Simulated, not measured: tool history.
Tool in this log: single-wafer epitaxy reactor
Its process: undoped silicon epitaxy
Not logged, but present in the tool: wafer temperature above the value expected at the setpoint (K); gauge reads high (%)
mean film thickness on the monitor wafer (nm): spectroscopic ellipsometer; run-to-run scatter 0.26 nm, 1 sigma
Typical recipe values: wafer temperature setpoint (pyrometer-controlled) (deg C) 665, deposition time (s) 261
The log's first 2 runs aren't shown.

| run | day | wafer temperature setpoint (pyrometer-controlled) (deg C) | deposition time (s) | wafers since the last listed run | hours since the last pyrometer calibration | hours since the gauge calibration | read-back reference wafer on the same gauge, thickness_nm | mean film thickness on the monitor wafer (nm) |
|---|---|---|---|---|---|---|---|---|
| 3 | 0.821 | 670 | 235 | 47 | 1031.3 | 418.1 | 52.948 | 63.833 |
| 4 | 1.229 | 665 | 292 | 46 | 1041.1 | 427.9 | 53.009 | 72.254 |
| 5 | 1.675 | 665 | 292 | 51 | 1051.8 | 438.6 | 52.935 | 72.531 |
| 6 | 1.946 | 665 | 288 | 30 | 1058.3 | 445.1 | 52.959 | 70.545 |
| 7 | 2.442 | 665 | 234 | 56 | 1070.2 | 457.0 | 52.933 | 57.682 |
| 8 | 2.996 | 655 | 261 | 63 | 1083.5 | 470.3 | 53.102 | 53.697 |
| 9 | 3.583 | 671 | 231 | 67 | 1097.6 | 484.4 | 53.119 | 63.779 |
| 10 | 4.012 | 671 | 231 | 49 | 1107.9 | 494.7 | 52.972 | 63.595 |
| 11 | 4.608 | 665 | 261 | 68 | 1122.2 | 509.0 | 52.884 | 65.173 |
| 12 | 5.246 | 665 | 261 | 72 | 1137.5 | 524.3 | 52.986 | 64.920 |
| 13 | 5.725 | 665 | 261 | 54 | 1149.0 | 535.8 | 52.972 | 64.386 |
| 14 | 7.358 | 665 | 261 | 186 | 1188.2 | 575.0 | 53.007 | 64.772 |
| 15 | 7.971 | 665 | 261 | 70 | 1202.9 | 589.7 | 53.087 | 64.613 |
| 16 | 8.512 | 665 | 261 | 61 | 1215.9 | 602.7 | 53.047 | 65.065 |
| 17 | 9.117 | 665 | 261 | 69 | 1230.4 | 617.2 | 52.900 | 65.065 |
| 18 | 9.492 | 665 | 261 | 42 | 1239.4 | 626.2 | 53.035 | 64.611 |
| 19 | 10.033 | 665 | 261 | 61 | 1252.4 | 639.2 | 53.044 | 65.138 |
| 20 | 10.600 | 665 | 276 | 64 | 1266.0 | 652.8 | 52.910 | 68.410 |
| 21 | 11.167 | 665 | 276 | 64 | 1279.6 | 666.4 | 53.052 | 68.712 |
|  | 11.250 | gauge calibrated |
| 22 | 11.767 | 665 | 291 | 68 | 1294.0 | 12.4 | 53.020 | 72.110 |
| 23 | 12.367 | 665 | 261 | 68 | 1308.4 | 26.8 | 52.910 | 64.962 |

Predict the results of run 24:
| 24 | 13.046 | 655 | 244 | 77 | 1324.7 | 43.1 | ? | ? |

read-back reference wafer on the same gauge, thickness_nm: 53.111
mean film thickness on the monitor wafer (nm): 50.628
Had the tool carried no hidden state, the very same run would have given mean film thickness on the monitor wafer (nm) 44.968.

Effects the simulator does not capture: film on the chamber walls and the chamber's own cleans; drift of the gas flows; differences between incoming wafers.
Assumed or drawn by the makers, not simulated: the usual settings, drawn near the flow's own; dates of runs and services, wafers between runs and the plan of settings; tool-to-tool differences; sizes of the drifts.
